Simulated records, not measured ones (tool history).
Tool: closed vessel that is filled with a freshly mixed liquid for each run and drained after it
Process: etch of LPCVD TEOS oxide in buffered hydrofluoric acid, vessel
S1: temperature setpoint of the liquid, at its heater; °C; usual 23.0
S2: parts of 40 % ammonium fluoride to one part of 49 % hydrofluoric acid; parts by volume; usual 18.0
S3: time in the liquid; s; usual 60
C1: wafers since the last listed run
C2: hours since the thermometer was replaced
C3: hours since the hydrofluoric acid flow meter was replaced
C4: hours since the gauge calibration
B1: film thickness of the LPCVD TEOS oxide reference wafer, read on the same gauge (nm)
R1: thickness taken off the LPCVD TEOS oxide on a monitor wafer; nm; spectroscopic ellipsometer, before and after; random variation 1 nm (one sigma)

run	hour	S1	S2	S3	C1	C2	C3	C4	B1	R1
1	0.0	23.0	22.5	60	0	330.2	1059.7	302.6	49.98	142.91
2	68.3	23.0	18.0	60	5140	398.5	1128.0	370.9	50.01	173.36
3	131.5	23.0	18.0	60	4756	461.7	1191.2	434.1	49.97	173.61
4	171.9	23.0	18.0	60	3040	502.1	1231.6	474.5	50.02	173.27
5	212.0	23.0	18.0	60	3018	542.2	1271.7	514.6	50.03	174.82
6	279.6	23.0	18.0	60	5087	609.8	1339.3	582.2	50.05	175.18
7	341.3	23.0	18.0	60	4643	671.5	1401.0	643.9	50.00	174.49
8	377.2	23.0	18.0	60	2702	707.4	1436.9	679.8	50.00	174.46
# hour 505.7: gauge calibrated
9	545.8	23.0	18.0	60	12689	876.0	1605.5	40.1	49.98	171.77
# hour 548.8: hydrofluoric acid flow meter replaced
10	616.7	23.0	18.0	60	5261	946.9	67.9	111.0	49.99	158.44
# hour 651.1: thermometer replaced
11	663.2	21.0	18.0	30	3424	12.1	114.4	157.5	49.99	75.78
12	714.0	26.5	23.5	45	3823	62.9	165.2	208.3	49.96	124.86
13	758.7	25.0	20.0	60	3364	107.6	209.9	253.0	49.97	173.64
14	824.8	24.5	18.0	45	4975	173.7	276.0	319.1	50.01	138.80
15	850.4	23.0	20.0	60	1926	199.3	301.6	344.7	49.99	152.49

3 ways to go on from here, each from the tool as it stands after run 15. What would each give?
A	851.1	23.0	22.0	60	52	200.0	302.3	345.4	?	?
B	851.1	26.5	23.0	60	52	200.0	302.3	345.4	?	?
C	851.1	23.0	18.0	75	52	200.0	302.3	345.4	?	?

run	B1	R1
A	50.01	143.03
B	50.01	167.98
C	50.01	213.26
Without the tool's hidden state the same runs would have given:
run	R1
A	143.67
B	168.67
C	212.77
